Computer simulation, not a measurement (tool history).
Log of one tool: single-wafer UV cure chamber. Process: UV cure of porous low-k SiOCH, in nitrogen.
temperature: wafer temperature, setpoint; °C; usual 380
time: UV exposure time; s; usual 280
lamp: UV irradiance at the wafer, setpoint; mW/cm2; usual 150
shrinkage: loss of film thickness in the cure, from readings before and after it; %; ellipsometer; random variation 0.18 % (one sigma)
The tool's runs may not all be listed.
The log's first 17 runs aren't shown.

{"run": 18, "hour": 1065.7, "temperature": 370, "time": 280, "lamp": 150, "shrinkage": 14.82}
{"run": 19, "hour": 1142.9, "temperature": 380, "time": 280, "lamp": 150, "shrinkage": 15.18}
{"run": 20, "hour": 1214.0, "temperature": 380, "time": 280, "lamp": 150, "shrinkage": 15.501}
{"run": 21, "hour": 1294.4, "temperature": 380, "time": 280, "lamp": 150, "shrinkage": 14.958}
{"run": 22, "hour": 1347.2, "temperature": 380, "time": 280, "lamp": 150, "shrinkage": 15.02}
{"hour": 1437.1, "done": "quartz window cleaned"}
{"run": 23, "hour": 1453.3, "temperature": 380, "time": 120, "lamp": 150, "shrinkage": 10.916}
{"run": 24, "hour": 1559.6, "temperature": 389, "time": 280, "lamp": 150, "shrinkage": 15.282}
{"run": 25, "hour": 1654.4, "temperature": 387, "time": 280, "lamp": 150, "shrinkage": 15.252}
{"run": 26, "hour": 1709.6, "temperature": 380, "time": 280, "lamp": 150, "shrinkage": 15.43}
{"run": 27, "hour": 1843.1, "temperature": 380, "time": 280, "lamp": 175, "shrinkage": 16.204}
{"run": 28, "hour": 1916.4, "temperature": 380, "time": 360, "lamp": 150, "shrinkage": 16.235}
{"run": 29, "hour": 1978.0, "temperature": 380, "time": 280, "lamp": 160, "shrinkage": 15.259}
{"hour": 2035.2, "done": "quartz window cleaned"}
{"run": 30, "hour": 2040.4, "temperature": 380, "time": 280, "lamp": 150, "shrinkage": 15.269}
{"hour": 2054.5, "done": "UV bulbs replaced"}
{"run": 31, "hour": 2113.2, "temperature": 372, "time": 280, "lamp": 150, "shrinkage": 13.89}
{"run": 32, "hour": 2179.7, "temperature": 380, "time": 205, "lamp": 185, "shrinkage": 13.487}
{"run": 33, "hour": 2277.5, "temperature": 363, "time": 280, "lamp": 150, "shrinkage": 13.641}
{"run": 34, "hour": 2355.4, "temperature": 380, "time": 280, "lamp": 150, "shrinkage": 13.959}

Forecast run 35:
{"run": 35, "hour": 2442.7, "temperature": 380, "time": 170, "lamp": 150, "shrinkage": "?"}

{"run 35": {"shrinkage": 11.348}}
Without the tool's hidden state the same run would have given shrinkage 13.195 %.
